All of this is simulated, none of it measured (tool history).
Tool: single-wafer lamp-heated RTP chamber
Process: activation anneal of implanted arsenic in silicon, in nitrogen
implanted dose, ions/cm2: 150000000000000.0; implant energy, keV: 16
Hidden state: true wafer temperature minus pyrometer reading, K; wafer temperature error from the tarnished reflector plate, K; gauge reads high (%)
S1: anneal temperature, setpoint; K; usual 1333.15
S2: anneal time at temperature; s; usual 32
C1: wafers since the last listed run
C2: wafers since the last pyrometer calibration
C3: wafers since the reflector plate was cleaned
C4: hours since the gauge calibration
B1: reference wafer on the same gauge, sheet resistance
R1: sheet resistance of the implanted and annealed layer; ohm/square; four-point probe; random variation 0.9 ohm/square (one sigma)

| run | hour | S1 | S2 | C1 | C2 | C3 | C4 | B1 | R1 |
|---|---|---|---|---|---|---|---|---|---|
| 1 | 0.0 | 1333.15 | 32 | 0 | 3702 | 8705 | 90.3 | 578.10 | 480.63 |
| 2 | 19.6 | 1333.15 | 32 | 196 | 3899 | 8901 | 109.9 | 577.39 | 481.37 |
| 3 | 54.1 | 1333.15 | 32 | 345 | 4244 | 9247 | 144.4 | 578.01 | 481.86 |
| 4 | 88.1 | 1333.15 | 32 | 340 | 4585 | 9587 | 178.4 | 577.80 | 481.17 |
| 5 | 104.4 | 1333.15 | 46 | 163 | 4748 | 9750 | 194.7 | 578.25 | 473.93 |
| 6 | 126.9 | 1333.15 | 46 | 225 | 4973 | 9976 | 217.2 | 577.76 | 472.99 |
|  | 161.6 | pyrometer window cleaned and pyrometer calibrated |
| 7 | 162.1 | 1312.15 | 18 | 272 | 5 | 10248 | 252.4 | 577.72 | 490.87 |
|  | 162.1 | gauge calibrated |
| 8 | 166.6 | 1333.15 | 42 | 45 | 50 | 10293 | 4.5 | 578.43 | 472.86 |
| 9 | 183.9 | 1333.15 | 42 | 173 | 223 | 10466 | 21.8 | 577.79 | 473.46 |
| 10 | 196.6 | 1333.15 | 42 | 127 | 350 | 10593 | 34.5 | 578.18 | 472.06 |
|  | 223.0 | reflector plate cleaned |
| 11 | 223.5 | 1333.15 | 32 | 189 | 539 | 4 | 61.4 | 578.14 | 476.98 |
| 12 | 242.2 | 1312.15 | 18 | 187 | 727 | 192 | 80.1 | 577.72 | 489.93 |
|  | 260.8 | pyrometer window cleaned and pyrometer calibrated, repeated, since the last time left the tool worse |
| 13 | 261.3 | 1333.15 | 21 | 111 | 5 | 303 | 99.2 | 577.78 | 487.71 |
| 14 | 267.0 | 1317.15 | 40 | 57 | 62 | 360 | 104.9 | 577.72 | 485.37 |
| 15 | 300.3 | 1322.15 | 32 | 333 | 395 | 693 | 138.2 | 578.07 | 486.23 |
| 16 | 336.2 | 1320.15 | 43 | 359 | 755 | 1053 | 174.1 | 578.14 | 481.77 |
| 17 | 358.2 | 1342.15 | 39 | 220 | 975 | 1273 | 196.1 | 577.95 | 474.46 |
| 18 | 382.2 | 1333.15 | 32 | 240 | 1215 | 1513 | 220.1 | 578.15 | 481.46 |
| 19 | 408.1 | 1333.15 | 25 | 259 | 1475 | 1773 | 246.0 | 578.18 | 486.02 |
|  | 420.1 | gauge calibrated |
| 20 | 431.7 | 1360.15 | 32 | 236 | 1711 | 2009 | 11.6 | 577.90 | 470.62 |
| 21 | 444.4 | 1361.15 | 32 | 127 | 1838 | 2136 | 24.3 | 577.93 | 468.71 |
| 22 | 463.2 | 1333.15 | 44 | 188 | 2026 | 2324 | 43.1 | 578.15 | 476.26 |
| 23 | 491.2 | 1354.15 | 16 | 280 | 2307 | 2605 | 71.1 | 578.25 | 485.24 |

5 ways to go on from here, each from the tool as it stands after run 23. What would each give?
| A | 491.6 | 1333.15 | 47 | 4 | 2311 | 2609 | 71.5 | ? | ? |
| B | 491.6 | 1341.15 | 48 | 4 | 2311 | 2609 | 71.5 | ? | ? |
| C | 491.6 | 1357.15 | 25 | 4 | 2311 | 2609 | 71.5 | ? | ? |
| D | 491.6 | 1317.15 | 23 | 4 | 2311 | 2609 | 71.5 | ? | ? |
| E | 491.6 | 1310.15 | 32 | 4 | 2311 | 2609 | 71.5 | ? | ? |

| run | B1 | R1 |
|---|---|---|
| A | 577.91 | 474.36 |
| B | 577.91 | 470.09 |
| C | 577.91 | 476.09 |
| D | 577.91 | 490.53 |
| E | 577.91 | 488.63 |
Without the tool's hidden state the same runs would have given:
| run | R1 |
|---|---|
| A | 476.66 |
| B | 472.63 |
| C | 478.24 |
| D | 491.74 |
| E | 489.99 |
